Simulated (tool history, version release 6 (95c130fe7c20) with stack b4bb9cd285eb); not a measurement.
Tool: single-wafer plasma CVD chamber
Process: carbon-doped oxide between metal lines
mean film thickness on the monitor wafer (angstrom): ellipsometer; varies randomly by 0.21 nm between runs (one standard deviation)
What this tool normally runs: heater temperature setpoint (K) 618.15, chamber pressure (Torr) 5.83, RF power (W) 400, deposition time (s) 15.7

| run | hour | heater temperature setpoint (K) | chamber pressure (Torr) | RF power (W) | deposition time (s) | wafers since the last listed run | hours since the last thermocouple change | hours since the last RF generator calibration | hours since the last manometer calibration | hours since the showerhead was replaced | hours since the gauge calibration | read-back reference wafer on the same gauge, thickness_nm | mean film thickness on the monitor wafer (angstrom) |
|---|---|---|---|---|---|---|---|---|---|---|---|---|---|
| 1 | 0.0 | 618.15 | 5.83 | 400 | 15.7 | 0 | 1958.5 | 1939.6 | 1477.1 | 5601.4 | 228.3 | 74.968 | 673.53 |
|  | 7.7 | gauge calibrated |
| 2 | 11.2 | 618.15 | 5.83 | 400 | 15.7 | 250 | 1969.7 | 1950.8 | 1488.3 | 5612.6 | 3.5 | 74.959 | 672.87 |
| 3 | 18.1 | 618.15 | 4.99 | 370 | 15.7 | 154 | 1976.6 | 1957.7 | 1495.2 | 5619.5 | 10.4 | 75.025 | 607.74 |
| 4 | 27.2 | 618.15 | 4.99 | 370 | 15.7 | 203 | 1985.7 | 1966.8 | 1504.3 | 5628.6 | 19.5 | 75.002 | 609.75 |
| 5 | 45.2 | 618.15 | 4.99 | 370 | 15.7 | 402 | 2003.7 | 1984.8 | 1522.3 | 5646.6 | 37.5 | 75.030 | 608.64 |
| 6 | 52.4 | 618.15 | 5.83 | 400 | 15.7 | 160 | 2010.9 | 1992.0 | 1529.5 | 5653.8 | 44.7 | 74.981 | 672.30 |
| 7 | 65.8 | 618.15 | 5.83 | 400 | 15.7 | 299 | 2024.3 | 2005.4 | 1542.9 | 5667.2 | 58.1 | 75.023 | 675.61 |
| 8 | 76.4 | 618.15 | 5.83 | 400 | 15.7 | 236 | 2034.9 | 2016.0 | 1553.5 | 5677.8 | 68.7 | 74.970 | 670.83 |
| 9 | 83.2 | 618.15 | 5.83 | 400 | 15.7 | 151 | 2041.7 | 2022.8 | 1560.3 | 5684.6 | 75.5 | 74.917 | 671.55 |
| 10 | 89.5 | 618.15 | 5.83 | 400 | 15.7 | 140 | 2048.0 | 2029.1 | 1566.6 | 5690.9 | 81.8 | 75.006 | 674.45 |
|  | 104.6 | RF generator calibrated |
| 11 | 105.1 | 618.15 | 5.83 | 400 | 17.0 | 169 | 2063.6 | 0.5 | 1582.2 | 5706.5 | 97.4 | 74.997 | 789.08 |
| 12 | 119.4 | 618.15 | 5.83 | 400 | 15.7 | 319 | 2077.9 | 14.8 | 1596.5 | 5720.8 | 111.7 | 75.006 | 725.49 |
| 13 | 136.9 | 618.15 | 5.83 | 400 | 15.7 | 391 | 2095.4 | 32.3 | 1614.0 | 5738.3 | 129.2 | 75.030 | 722.12 |
| 14 | 145.2 | 618.15 | 5.83 | 400 | 15.7 | 185 | 2103.7 | 40.6 | 1622.3 | 5746.6 | 137.5 | 75.001 | 722.23 |
|  | 157.5 | thermocouple changed; heater temperature recalibrated |
|  | 158.7 | showerhead replaced |
| 15 | 165.6 | 609.15 | 6.22 | 440 | 13.1 | 249 | 8.1 | 61.0 | 1642.7 | 6.9 | 157.9 | 75.036 | 682.04 |
|  | 177.4 | capacitance manometer re-zeroed and calibrated |
| 16 | 179.3 | 607.15 | 6.41 | 400 | 15.7 | 127 | 21.8 | 74.7 | 1.9 | 20.6 | 171.6 | 75.003 | 748.81 |
| 17 | 187.5 | 618.15 | 5.83 | 400 | 15.7 | 183 | 30.0 | 82.9 | 10.1 | 28.8 | 179.8 | 74.985 | 722.61 |
| 18 | 194.7 | 609.15 | 6.22 | 440 | 13.1 | 160 | 37.2 | 90.1 | 17.3 | 36.0 | 187.0 | 74.987 | 678.99 |
| 19 | 211.0 | 618.15 | 5.83 | 455 | 15.7 | 364 | 53.5 | 106.4 | 33.6 | 52.3 | 203.3 | 74.973 | 811.16 |
| 20 | 218.7 | 611.15 | 5.83 | 400 | 15.7 | 172 | 61.2 | 114.1 | 41.3 | 60.0 | 211.0 | 75.009 | 735.67 |
| 21 | 226.4 | 618.15 | 5.83 | 400 | 16.6 | 172 | 68.9 | 121.8 | 49.0 | 67.7 | 218.7 | 75.058 | 758.70 |
| 22 | 243.8 | 606.15 | 4.94 | 460 | 13.1 | 388 | 86.3 | 139.2 | 66.4 | 85.1 | 236.1 | 74.925 | 688.52 |
|  | 245.2 | gauge calibrated |
| 23 | 252.1 | 608.15 | 5.83 | 400 | 13.7 | 185 | 94.6 | 147.5 | 74.7 | 93.4 | 6.9 | 75.009 | 644.90 |
| 24 | 261.7 | 618.15 | 4.63 | 475 | 15.7 | 214 | 104.2 | 157.1 | 84.3 | 103.0 | 16.5 | 74.985 | 812.61 |
| 25 | 277.9 | 611.15 | 5.01 | 470 | 15.7 | 362 | 120.4 | 173.3 | 100.5 | 119.2 | 32.7 | 75.007 | 827.60 |
| 26 | 293.3 | 605.15 | 4.73 | 360 | 14.2 | 344 | 135.8 | 188.7 | 115.9 | 134.6 | 48.1 | 75.033 | 582.22 |
| 27 | 300.4 | 628.15 | 5.83 | 400 | 15.7 | 158 | 142.9 | 195.8 | 123.0 | 141.7 | 55.2 | 75.033 | 694.93 |
| 28 | 306.5 | 618.15 | 5.83 | 365 | 14.7 | 136 | 149.0 | 201.9 | 129.1 | 147.8 | 61.3 | 74.997 | 607.04 |
| 29 | 315.6 | 618.15 | 5.83 | 400 | 15.7 | 203 | 158.1 | 211.0 | 138.2 | 156.9 | 70.4 | 74.994 | 708.67 |

Exercise: give the hidden state of the tool at every run:
wafer temperature above the value expected at the setpoint (K): 0 across all the runs
true pressure above the setpoint (%): 0 across all the runs
gauge reads high (%): 0 across all the runs
H1: delivered RF power above the setpoint (%)
| run | H1 |
|---|---|
| 1 | -8.3 |
| 2 | -8.31 |
| 3 | -8.31 |
| 4 | -8.32 |
| 5 | -8.33 |
| 6 | -8.33 |
| 7 | -8.34 |
| 8 | -8.34 |
| 9 | -8.35 |
| 10 | -8.35 |
| 11 | -1.03 |
| 12 | -1.22 |
| 13 | -1.44 |
| 14 | -1.54 |
| 15 | -1.79 |
| 16 | -1.95 |
| 17 | -2.05 |
| 18 | -2.13 |
| 19 | -2.31 |
| 20 | -2.4 |
| 21 | -2.48 |
| 22 | -2.67 |
| 23 | -2.76 |
| 24 | -2.86 |
| 25 | -3.02 |
| 26 | -3.17 |
| 27 | -3.24 |
| 28 | -3.3 |
| 29 | -3.39 |
